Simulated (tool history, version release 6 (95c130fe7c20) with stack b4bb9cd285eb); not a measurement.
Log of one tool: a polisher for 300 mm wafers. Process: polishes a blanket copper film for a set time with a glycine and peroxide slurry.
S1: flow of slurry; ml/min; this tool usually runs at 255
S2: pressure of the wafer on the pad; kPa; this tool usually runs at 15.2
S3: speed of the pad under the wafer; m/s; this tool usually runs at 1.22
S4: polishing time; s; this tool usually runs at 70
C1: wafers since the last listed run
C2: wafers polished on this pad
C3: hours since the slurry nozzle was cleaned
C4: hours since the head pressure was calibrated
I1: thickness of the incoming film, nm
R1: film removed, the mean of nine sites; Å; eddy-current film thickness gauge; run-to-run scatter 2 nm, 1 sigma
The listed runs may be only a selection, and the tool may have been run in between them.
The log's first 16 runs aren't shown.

Run 17, hour 889.2: usual settings but S2 17.2 kPa, S3 1.56 m/s; C1 1000; C2 2919; C3 540.5; C4 149.3; I1 1076.5. Result: R1 4082 Å.
Run 18, hour 913.8: usual settings but S1 180 ml/min, S2 20.7 kPa, S3 0.88 m/s, S4 86 s; C1 359; C2 3279; C3 565.1; C4 173.9; I1 1085.0. Result: R1 3371 Å.
Run 19, hour 949.9: usual settings but S2 11.7 kPa; C1 528; C2 3807; C3 601.2; C4 210.0; I1 1066.0. Result: R1 2658 Å.
Run 20, hour 979.1: usual settings but S2 17.9 kPa, S3 1.00 m/s, S4 84 s; C1 427; C2 4234; C3 630.4; C4 239.2; I1 1049.4. Result: R1 3384 Å.
Run 21, hour 1012.1: usual settings but S2 11.7 kPa; C1 482; C2 4717; C3 663.4; C4 272.2; I1 1048.0. Result: R1 2642 Å.
At hour 1027.7: head pressure recalibrated.
At hour 1034.3: worn pad replaced by a new one.
Run 22, hour 1079.3: usual settings; C1 895; C2 658; C3 730.6; C4 51.6; I1 1082.9. Result: R1 3101 Å.
Run 23, hour 1142.1: usual settings but S1 305 ml/min, S2 11.0 kPa; C1 918; C2 1577; C3 793.4; C4 114.4; I1 1062.7. Result: R1 2646 Å.
At hour 1188.1: slurry nozzle cleaned.
Run 24, hour 1192.6: usual settings; C1 724; C2 2301; C3 4.5; C4 164.9; I1 1069.6. Result: R1 3081 Å.
Run 25, hour 1237.6: usual settings; C1 658; C2 2959; C3 49.5; C4 209.9; I1 1079.8. Result: R1 3059 Å.
Run 26, hour 1295.4: usual settings but S1 195 ml/min, S2 10.3 kPa, S4 81 s; C1 845; C2 3805; C3 107.3; C4 267.7; I1 1078.1. Result: R1 2798 Å.
Run 27, hour 1321.7: usual settings; C1 384; C2 4189; C3 133.6; C4 294.0; I1 1085.7. Result: R1 2978 Å.
At hour 1334.0: worn pad replaced by a new one.
Run 28, hour 1359.4: usual settings but S1 320 ml/min, S4 57 s; C1 492; C2 371; C3 171.3; C4 331.7; I1 1073.7. Result: R1 2572 Å.
At hour 1370.3: head pressure recalibrated.
Run 29, hour 1394.3: usual settings but S2 16.5 kPa, S4 63 s; C1 481; C2 852; C3 206.2; C4 24.0; I1 1060.9. Result: R1 2924 Å.
Run 30, hour 1427.9: usual settings but S3 1.04 m/s; C1 491; C2 1343; C3 239.8; C4 57.6; I1 1053.0. Result: R1 2736 Å.
Run 31, hour 1480.9: usual settings but S2 16.5 kPa; C1 775; C2 2119; C3 292.8; C4 110.6; I1 1064.2. Result: R1 3255 Å.
Run 32, hour 1505.7: usual settings but S2 12.4 kPa, S4 82 s; C1 362; C2 2482; C3 317.6; C4 135.4; I1 1055.5. Result: R1 3261 Å.
Run 33, hour 1549.5: usual settings but S1 305 ml/min, S2 13.8 kPa; C1 640; C2 3122; C3 361.4; C4 179.2; I1 1055.3. Result: R1 2926 Å.

Each row is a separate what-if for the run after 33, all from the same tool condition, not one after another. Results?
Run A, hour 1549.9: usual settings but S1 165 ml/min; C1 5; C2 3128; C3 361.8; C4 179.6; I1 1073.3. Result: R1 ?.
Run B, hour 1549.9: usual settings but S2 12.4 kPa, S3 1.56 m/s; C1 5; C2 3128; C3 361.8; C4 179.6; I1 1073.3. Result: R1 ?.
Run C, hour 1549.9: usual settings but S2 13.1 kPa, S3 1.32 m/s, S4 88 s; C1 5; C2 3128; C3 361.8; C4 179.6; I1 1073.3. Result: R1 ?.

run    R1
  A  2959
  B  3357
  C  3784
Had the tool no hidden state, the same runs would have come out as:
run    R1
  A  3022
  B  3429
  C  3865

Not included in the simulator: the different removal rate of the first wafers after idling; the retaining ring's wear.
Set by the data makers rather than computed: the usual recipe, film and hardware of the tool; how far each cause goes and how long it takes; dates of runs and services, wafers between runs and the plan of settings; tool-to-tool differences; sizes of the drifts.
